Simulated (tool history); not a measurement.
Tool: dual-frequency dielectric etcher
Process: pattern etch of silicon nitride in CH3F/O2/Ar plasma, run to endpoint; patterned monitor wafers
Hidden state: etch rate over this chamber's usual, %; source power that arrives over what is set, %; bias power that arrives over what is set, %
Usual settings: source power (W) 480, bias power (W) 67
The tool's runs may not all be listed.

run   hour  source power (W)  bias power (W)  wafers since the last listed run  hours since the last wet clean  hours since the last source power generator calibration  hours since the last bias power generator calibration  hours since the last upper electrode change  incoming incoming film thickness, nm  endpoint time (s)
  1    0.0               560              55                                 0                           185.5                                                   1345.4                                                 3345.0                                       3157.3                                 38.23               53.7
  2   70.9               560              55                              1071                           256.4                                                   1416.3                                                 3415.9                                       3228.2                                 38.40               52.9
  3  115.5               560              55                               674                           301.0                                                   1460.9                                                 3460.5                                       3272.8                                 38.20               53.0
  4  175.4               400              71                               905                           360.9                                                   1520.8                                                 3520.4                                       3332.7                                 38.23               57.0
     258.0  -- wet clean of the chamber
     259.3  -- bias power generator calibrated
     263.4  -- source power generator calibrated
  5  263.9               400              71                               894                             5.9                                                      0.5                                                    4.6                                       3421.2                                 38.69               56.2
  6  299.6               400              71                               539                            41.6                                                     36.2                                                   40.3                                       3456.9                                 38.50               56.7
  7  335.2               480              67                               538                            77.2                                                     71.8                                                   75.9                                       3492.5                                 38.43               51.5
     386.6  -- wet clean of the chamber, repeated, since the last time left the tool worse
  8  387.1               480              67                               421                             0.5                                                    123.7                                                  127.8                                       3544.4                                 38.52               55.9
  9  415.9               400              72                               435                            29.3                                                    152.5                                                  156.6                                       3573.2                                 38.67               58.9
 10  476.4               430              67                               914                            89.8                                                    213.0                                                  217.1                                       3633.7                                 38.84               58.9
 11  530.1               570              52                               811                           143.5                                                    266.7                                                  270.8                                       3687.4                                 38.21               54.2
     578.5  -- upper electrode replaced
 12  592.0               370              52                               572                           205.4                                                    328.6                                                  332.7                                         13.5                                 38.26               65.5
 13  616.2               400              71                               365                           229.6                                                    352.8                                                  356.9                                         37.7                                 38.76               58.2

Run 14 comes next. What will it give?
 14  643.8               420              55                               417                           257.2                                                    380.4                                                  384.5                                         65.3                                 38.38                  ?

Run 14 gave endpoint time (s) 60.5.
Without the tool's hidden state the same run would have given endpoint time (s) 61.9.
